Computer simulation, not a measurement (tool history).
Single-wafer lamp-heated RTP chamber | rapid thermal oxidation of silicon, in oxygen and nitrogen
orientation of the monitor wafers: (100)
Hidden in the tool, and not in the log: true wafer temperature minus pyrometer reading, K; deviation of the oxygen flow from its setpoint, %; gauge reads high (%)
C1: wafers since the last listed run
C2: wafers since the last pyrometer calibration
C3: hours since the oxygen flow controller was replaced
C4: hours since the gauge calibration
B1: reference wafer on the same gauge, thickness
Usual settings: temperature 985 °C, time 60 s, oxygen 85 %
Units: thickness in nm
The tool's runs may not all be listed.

Run 1, day 0: usual settings but time 84 s, oxygen 98 %; C1 0; C2 4937; C3 2055.7; C4 172.3; B1 5.47. Result: thickness 6.564 nm.
Run 2, day 0.642: usual settings but time 84 s, oxygen 98 %; C1 157; C2 5095; C3 2071.1; C4 187.7; B1 5.469. Result: thickness 6.584 nm.
Run 3, day 1.225: usual settings but time 84 s, oxygen 98 %; C1 143; C2 5238; C3 2085.1; C4 201.7; B1 5.469. Result: thickness 6.612 nm.
Run 4, day 1.933: usual settings but time 53 s; C1 174; C2 5412; C3 2102.1; C4 218.7; B1 5.468. Result: thickness 5.129 nm.
Run 5, day 2.629: usual settings but time 67 s, oxygen 72 %; C1 170; C2 5583; C3 2118.8; C4 235.4; B1 5.468. Result: thickness 5.368 nm.
Run 6, day 2.983: usual settings but time 67 s, oxygen 72 %; C1 87; C2 5670; C3 2127.3; C4 243.9; B1 5.47. Result: thickness 5.344 nm.
At day 5.258: oxygen flow controller replaced.
Run 7, day 5.279: usual settings but time 67 s, oxygen 72 %; C1 482; C2 6152; C3 0.5; C4 299; B1 5.471. Result: thickness 5.368 nm.
Run 8, day 5.304: usual settings; C1 6; C2 6158; C3 1.1; C4 299.6; B1 5.467. Result: thickness 5.414 nm.
Run 9, day 5.638: usual settings; C1 81; C2 6240; C3 9.1; C4 307.6; B1 5.473. Result: thickness 5.433 nm.
Run 10, day 6.104: usual settings; C1 114; C2 6355; C3 20.3; C4 318.8; B1 5.472. Result: thickness 5.405 nm.
Run 11, day 6.717: usual settings but oxygen 74 %; C1 150; C2 6506; C3 35; C4 333.5; B1 5.471. Result: thickness 5.164 nm.
Run 12, day 7.442: usual settings but oxygen 74 %; C1 178; C2 6684; C3 52.4; C4 350.9; B1 5.469. Result: thickness 5.149 nm.
Run 13, day 7.817: usual settings; C1 92; C2 6776; C3 61.4; C4 359.9; B1 5.471. Result: thickness 5.411 nm.
Run 14, day 8.221: usual settings; C1 99; C2 6875; C3 71.1; C4 369.6; B1 5.47. Result: thickness 5.418 nm.
Run 15, day 8.871: usual settings but temperature 1006 °C, time 47 s, oxygen 98 %; C1 159; C2 7035; C3 86.7; C4 385.2; B1 5.473. Result: thickness 5.996 nm.
Run 16, day 9.696: usual settings but temperature 1013 °C, time 40 s, oxygen 98 %; C1 202; C2 7238; C3 106.5; C4 405; B1 5.473. Result: thickness 5.841 nm.
At day 10.392: pyrometer window cleaned and pyrometer calibrated.
Run 17, day 10.412: usual settings but temperature 996 °C, time 50 s, oxygen 98 %; C1 94; C2 5; C3 123.7; C4 422.2; B1 5.47. Result: thickness 5.702 nm.
Run 18, day 10.567: usual settings; C1 37; C2 43; C3 127.4; C4 425.9; B1 5.47. Result: thickness 5.415 nm.
Run 19, day 11.021: usual settings but temperature 967 °C; C1 111; C2 154; C3 138.3; C4 436.8; B1 5.468. Result: thickness 4.748 nm.
At day 11.479: gauge calibrated.
Run 20, day 11.658: usual settings but time 84 s, oxygen 98 %; C1 156; C2 311; C3 153.6; C4 4.3; B1 5.471. Result: thickness 6.597 nm.
Run 21, day 11.983: usual settings but temperature 973 °C, time 78 s, oxygen 57 %; C1 79; C2 391; C3 161.4; C4 12.1; B1 5.47. Result: thickness 4.864 nm.
Run 22, day 12.275: usual settings but temperature 996 °C, time 87 s; C1 71; C2 462; C3 168.4; C4 19.1; B1 5.47. Result: thickness 6.945 nm.
Run 23, day 12.817: usual settings but temperature 956 °C; C1 133; C2 596; C3 181.4; C4 32.1; B1 5.471. Result: thickness 4.381 nm.
Run 24, day 13.542: usual settings but temperature 969 °C; C1 178; C2 774; C3 198.8; C4 49.5; B1 5.47. Result: thickness 4.815 nm.
Run 25, day 14.212: usual settings; C1 164; C2 938; C3 214.9; C4 65.6; B1 5.469. Result: thickness 5.438 nm.
Run 26, day 14.733: usual settings but time 87 s; C1 127; C2 1066; C3 227.4; C4 78.1; B1 5.473. Result: thickness 6.367 nm.
Run 27, day 15.196: usual settings but temperature 993 °C, time 50 s; C1 113; C2 1180; C3 238.5; C4 89.2; B1 5.471. Result: thickness 5.299 nm.
Run 28, day 15.533: usual settings but temperature 1002 °C, time 77 s; C1 82; C2 1263; C3 246.6; C4 97.3; B1 5.471. Result: thickness 6.873 nm.
Run 29, day 15.929: usual settings but time 34 s, oxygen 63 %; C1 97; C2 1360; C3 256.1; C4 106.8; B1 5.472. Result: thickness 3.915 nm.

Forecast each of these 4 alternatives for the next run:
Run A, day 15.95: usual settings; C1 5; C2 1365; C3 256.6; C4 107.3; B1 ?. Result: thickness ?.
Run B, day 15.95: usual settings but temperature 993 °C, oxygen 98 %; C1 5; C2 1365; C3 256.6; C4 107.3; B1 ?. Result: thickness ?.
Run C, day 15.95: usual settings but temperature 1003 °C, time 87 s, oxygen 60 %; C1 5; C2 1365; C3 256.6; C4 107.3; B1 ?. Result: thickness ?.
Run D, day 15.95: usual settings but temperature 974 °C, time 68 s; C1 5; C2 1365; C3 256.6; C4 107.3; B1 ?. Result: thickness ?.

run     B1  thickness
  A  5.468       5.41
  B  5.468      6.021
  C  5.468      6.432
  D  5.468      5.268
Without the tool's hidden state the same runs would have given:
run  thickness
  A       5.41
  B      6.021
  C      6.432
  D      5.268

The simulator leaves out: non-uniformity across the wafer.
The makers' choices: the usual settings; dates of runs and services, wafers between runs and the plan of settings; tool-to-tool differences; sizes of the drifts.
